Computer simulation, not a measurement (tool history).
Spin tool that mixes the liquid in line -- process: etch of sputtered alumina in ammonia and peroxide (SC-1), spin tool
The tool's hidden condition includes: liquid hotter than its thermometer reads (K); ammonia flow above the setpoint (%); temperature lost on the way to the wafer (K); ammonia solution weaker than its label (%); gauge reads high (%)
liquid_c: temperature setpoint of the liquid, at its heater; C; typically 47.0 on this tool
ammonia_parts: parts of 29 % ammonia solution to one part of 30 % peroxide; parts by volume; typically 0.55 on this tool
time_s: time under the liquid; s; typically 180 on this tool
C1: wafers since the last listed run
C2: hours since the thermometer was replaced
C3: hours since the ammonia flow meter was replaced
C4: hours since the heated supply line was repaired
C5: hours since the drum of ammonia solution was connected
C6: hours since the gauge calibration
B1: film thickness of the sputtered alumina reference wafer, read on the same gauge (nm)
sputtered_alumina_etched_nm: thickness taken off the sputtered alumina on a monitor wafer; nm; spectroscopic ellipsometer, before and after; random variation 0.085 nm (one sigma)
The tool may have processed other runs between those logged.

{"run": 1, "hour": 0.0, "liquid_c": 47.0, "ammonia_parts": 0.55, "time_s": 180, "C1": 0, "C2": 1090.8, "C3": 1715.2, "C4": 313.4, "C5": 16.6, "C6": 437.6, "B1": 89.99, "sputtered_alumina_etched_nm": 8.49}
{"run": 2, "hour": 57.5, "liquid_c": 47.0, "ammonia_parts": 0.55, "time_s": 180, "C1": 539, "C2": 1148.3, "C3": 1772.7, "C4": 370.9, "C5": 74.1, "C6": 495.1, "B1": 90.02, "sputtered_alumina_etched_nm": 8.48}
{"hour": 106.3, "done": "gauge calibrated"}
{"run": 3, "hour": 128.2, "liquid_c": 47.0, "ammonia_parts": 0.55, "time_s": 180, "C1": 663, "C2": 1219.0, "C3": 1843.4, "C4": 441.6, "C5": 144.8, "C6": 21.9, "B1": 90.01, "sputtered_alumina_etched_nm": 8.29}
{"run": 4, "hour": 180.3, "liquid_c": 47.0, "ammonia_parts": 0.55, "time_s": 180, "C1": 488, "C2": 1271.1, "C3": 1895.5, "C4": 493.7, "C5": 196.9, "C6": 74.0, "B1": 90.02, "sputtered_alumina_etched_nm": 8.44}
{"run": 5, "hour": 233.9, "liquid_c": 47.0, "ammonia_parts": 0.55, "time_s": 180, "C1": 502, "C2": 1324.7, "C3": 1949.1, "C4": 547.3, "C5": 250.5, "C6": 127.6, "B1": 90.0, "sputtered_alumina_etched_nm": 8.25}
{"run": 6, "hour": 305.0, "liquid_c": 47.0, "ammonia_parts": 0.55, "time_s": 180, "C1": 667, "C2": 1395.8, "C3": 2020.2, "C4": 618.4, "C5": 321.6, "C6": 198.7, "B1": 90.0, "sputtered_alumina_etched_nm": 8.34}
{"run": 7, "hour": 336.2, "liquid_c": 47.0, "ammonia_parts": 0.55, "time_s": 180, "C1": 292, "C2": 1427.0, "C3": 2051.4, "C4": 649.6, "C5": 352.8, "C6": 229.9, "B1": 89.99, "sputtered_alumina_etched_nm": 8.39}
{"hour": 362.8, "done": "ammonia flow meter replaced"}
{"hour": 367.3, "done": "new drum of ammonia solution connected"}
{"run": 8, "hour": 471.2, "liquid_c": 47.0, "ammonia_parts": 0.55, "time_s": 180, "C1": 1247, "C2": 1562.0, "C3": 108.4, "C4": 784.6, "C5": 103.9, "C6": 364.9, "B1": 89.99, "sputtered_alumina_etched_nm": 8.02}
{"hour": 607.0, "done": "gauge calibrated"}
{"run": 9, "hour": 671.6, "liquid_c": 51.0, "ammonia_parts": 0.35, "time_s": 80, "C1": 1880, "C2": 1762.4, "C3": 308.8, "C4": 985.0, "C5": 304.3, "C6": 64.6, "B1": 90.03, "sputtered_alumina_etched_nm": 4.23}
{"hour": 701.4, "done": "heated supply line repaired"}
{"run": 10, "hour": 736.0, "liquid_c": 44.0, "ammonia_parts": 0.75, "time_s": 255, "C1": 594, "C2": 1826.8, "C3": 373.2, "C4": 34.6, "C5": 368.7, "C6": 129.0, "B1": 90.03, "sputtered_alumina_etched_nm": 10.66}
{"hour": 746.4, "done": "thermometer replaced"}
{"hour": 771.6, "done": "new drum of ammonia solution connected"}
{"run": 11, "hour": 852.9, "liquid_c": 41.0, "ammonia_parts": 0.55, "time_s": 235, "C1": 1077, "C2": 106.5, "C3": 490.1, "C4": 151.5, "C5": 81.3, "C6": 245.9, "B1": 89.99, "sputtered_alumina_etched_nm": 8.01}
{"run": 12, "hour": 885.9, "liquid_c": 54.5, "ammonia_parts": 0.55, "time_s": 180, "C1": 309, "C2": 139.5, "C3": 523.1, "C4": 184.5, "C5": 114.3, "C6": 278.9, "B1": 89.97, "sputtered_alumina_etched_nm": 12.9}
{"run": 13, "hour": 946.2, "liquid_c": 41.0, "ammonia_parts": 0.8, "time_s": 85, "C1": 565, "C2": 199.8, "C3": 583.4, "C4": 244.8, "C5": 174.6, "C6": 339.2, "B1": 90.0, "sputtered_alumina_etched_nm": 2.99}
{"run": 14, "hour": 976.5, "liquid_c": 47.0, "ammonia_parts": 0.55, "time_s": 260, "C1": 284, "C2": 230.1, "C3": 613.7, "C4": 275.1, "C5": 204.9, "C6": 369.5, "B1": 89.99, "sputtered_alumina_etched_nm": 12.36}

Forecast each of these 4 alternatives for the next run:
{"run": "A", "hour": 977.0, "liquid_c": 47.0, "ammonia_parts": 0.55, "time_s": 180, "C1": 4, "C2": 230.6, "C3": 614.2, "C4": 275.6, "C5": 205.4, "C6": 370.0, "B1": "?", "sputtered_alumina_etched_nm": "?"}
{"run": "B", "hour": 977.0, "liquid_c": 47.0, "ammonia_parts": 0.75, "time_s": 180, "C1": 4, "C2": 230.6, "C3": 614.2, "C4": 275.6, "C5": 205.4, "C6": 370.0, "B1": "?", "sputtered_alumina_etched_nm": "?"}
{"run": "C", "hour": 977.0, "liquid_c": 47.0, "ammonia_parts": 0.8, "time_s": 235, "C1": 4, "C2": 230.6, "C3": 614.2, "C4": 275.6, "C5": 205.4, "C6": 370.0, "B1": "?", "sputtered_alumina_etched_nm": "?"}
{"run": "D", "hour": 977.0, "liquid_c": 47.0, "ammonia_parts": 0.65, "time_s": 180, "C1": 4, "C2": 230.6, "C3": 614.2, "C4": 275.6, "C5": 205.4, "C6": 370.0, "B1": "?", "sputtered_alumina_etched_nm": "?"}

run=A B1=90.00 sputtered_alumina_etched_nm=8.47
run=B B1=90.00 sputtered_alumina_etched_nm=8.72
run=C B1=90.00 sputtered_alumina_etched_nm=11.46
run=D B1=90.00 sputtered_alumina_etched_nm=8.60
The same runs, with their run-to-run variation unchanged, on a tool lacking any hidden condition would have given:
run=A sputtered_alumina_etched_nm=8.73
run=B sputtered_alumina_etched_nm=9.00
run=C sputtered_alumina_etched_nm=11.82
run=D sputtered_alumina_etched_nm=8.87

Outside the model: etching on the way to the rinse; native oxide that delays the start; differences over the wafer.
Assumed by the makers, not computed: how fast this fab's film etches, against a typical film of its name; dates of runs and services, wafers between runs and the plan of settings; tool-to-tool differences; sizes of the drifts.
